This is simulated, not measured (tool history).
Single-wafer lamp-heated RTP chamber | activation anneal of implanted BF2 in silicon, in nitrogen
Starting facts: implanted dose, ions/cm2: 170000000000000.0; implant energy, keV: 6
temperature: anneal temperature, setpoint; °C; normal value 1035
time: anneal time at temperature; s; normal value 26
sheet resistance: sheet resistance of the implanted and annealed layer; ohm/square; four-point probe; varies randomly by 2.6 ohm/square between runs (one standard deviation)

run,day,temperature,time,wafers since the last listed run,wafers since the last pyrometer calibration,wafers since the reflector plate was cleaned,hours since the gauge calibration,"read-back reference wafer on the same gauge, sheet resistance",sheet resistance
1,0,1035,26,0,1848,3337,691.6,700.69,706.99
2,2.092,1035,26,530,2379,3868,741.8,701.75,698.97
3,4.404,1035,26,586,2966,4455,797.3,700.74,705.86
4,5.829,1015,15,361,3328,4816,831.5,700.77,746.29
5,8.271,1035,26,619,3948,5436,890.1,700.93,708.91
6,10.588,1035,26,587,4536,6024,945.7,701.15,708.16
7,13.404,1035,26,714,5250,6739,1013.3,700.49,700.94
# day 15.296: reflector plate cleaned
8,16.283,1035,26,646,5897,251,1082.4,700.89,709.61
9,18.067,1035,26,452,6349,703,1125.2,700.51,707.85
# day 20.675: pyrometer window cleaned and pyrometer calibrated
10,20.967,1028,26,651,73,1355,1194.8,701.06,715.37
11,23.617,1028,26,672,746,2027,1258.4,701.43,707.09
12,24.717,1035,26,279,1025,2307,1284.8,701.4,705.88
13,26.162,1035,26,366,1392,2673,1319.5,700.28,704.43
14,27.512,1035,26,342,1735,3016,1351.9,701.04,704.82
15,31.583,1035,26,1033,2768,4049,1449.6,701,706.4
16,34.188,1035,26,660,3429,4710,1512.1,700.86,707.79
17,36.242,1035,26,521,3950,5232,1561.4,700.68,701.95
18,38.392,1056,19,545,4496,5777,1613,700.8,703.65
# day 38.538: gauge calibrated
19,40.183,1035,26,454,4951,6232,39.5,700.67,703.59
20,41.933,1027,38,444,5395,6676,81.5,702.04,701.45
21,44.508,1059,26,653,6049,7330,143.3,701.46,687.71
22,47.471,1043,17,751,6801,8082,214.4,701,712.82
# day 48.225: reflector plate cleaned
23,49.567,1013,17,447,7248,340,264.7,701.39,748.1
24,51.475,1035,31,484,7732,824,310.5,700.65,692.63
25,52.988,1048,33,383,8116,1208,346.8,700.7,689.14
26,54.1,1035,26,282,8398,1491,373.5,700.53,707.6
# day 55.008: pyrometer window cleaned and pyrometer calibrated
27,56.129,1012,32,430,284,1921,422.2,701.49,722.03
28,58.362,1025,37,566,851,2488,475.8,700.79,701.47
29,60.912,1019,20,647,1498,3135,537,700.34,730.22
30,61.929,1006,16,258,1757,3393,561.4,701.18,752.11
31,63.512,1035,26,401,2158,3795,599.4,700.96,704.46
32,66,1007,19,631,2790,4426,659.1,700.87,750.34
33,68.138,1013,34,542,3332,4969,710.4,700.98,718.54
34,69.521,1035,26,351,3683,5320,743.6,700.99,699.19
35,72.254,1064,18,693,4377,6014,809.2,700.86,693.06
36,75.208,1027,31,749,5127,6764,880.1,701.19,706.23
37,76.729,1050,34,386,5513,7150,916.6,701.77,684.7

Branching from run 37: 4 alternative next runs. What would each branch give?
A,76.746,1035,26,4,5517,7154,917,?,?
B,76.746,1035,17,4,5517,7154,917,?,?
C,76.746,1019,34,4,5517,7154,917,?,?
D,76.746,1035,35,4,5517,7154,917,?,?

run,"read-back reference wafer on the same gauge, sheet resistance",sheet resistance
A,700.58,707.63
B,700.58,723.41
C,700.58,712.15
D,700.58,696.16
With no hidden state in the tool, these same runs would have given:
run,sheet resistance
A,707.63
B,723.41
C,712.15
D,696.16

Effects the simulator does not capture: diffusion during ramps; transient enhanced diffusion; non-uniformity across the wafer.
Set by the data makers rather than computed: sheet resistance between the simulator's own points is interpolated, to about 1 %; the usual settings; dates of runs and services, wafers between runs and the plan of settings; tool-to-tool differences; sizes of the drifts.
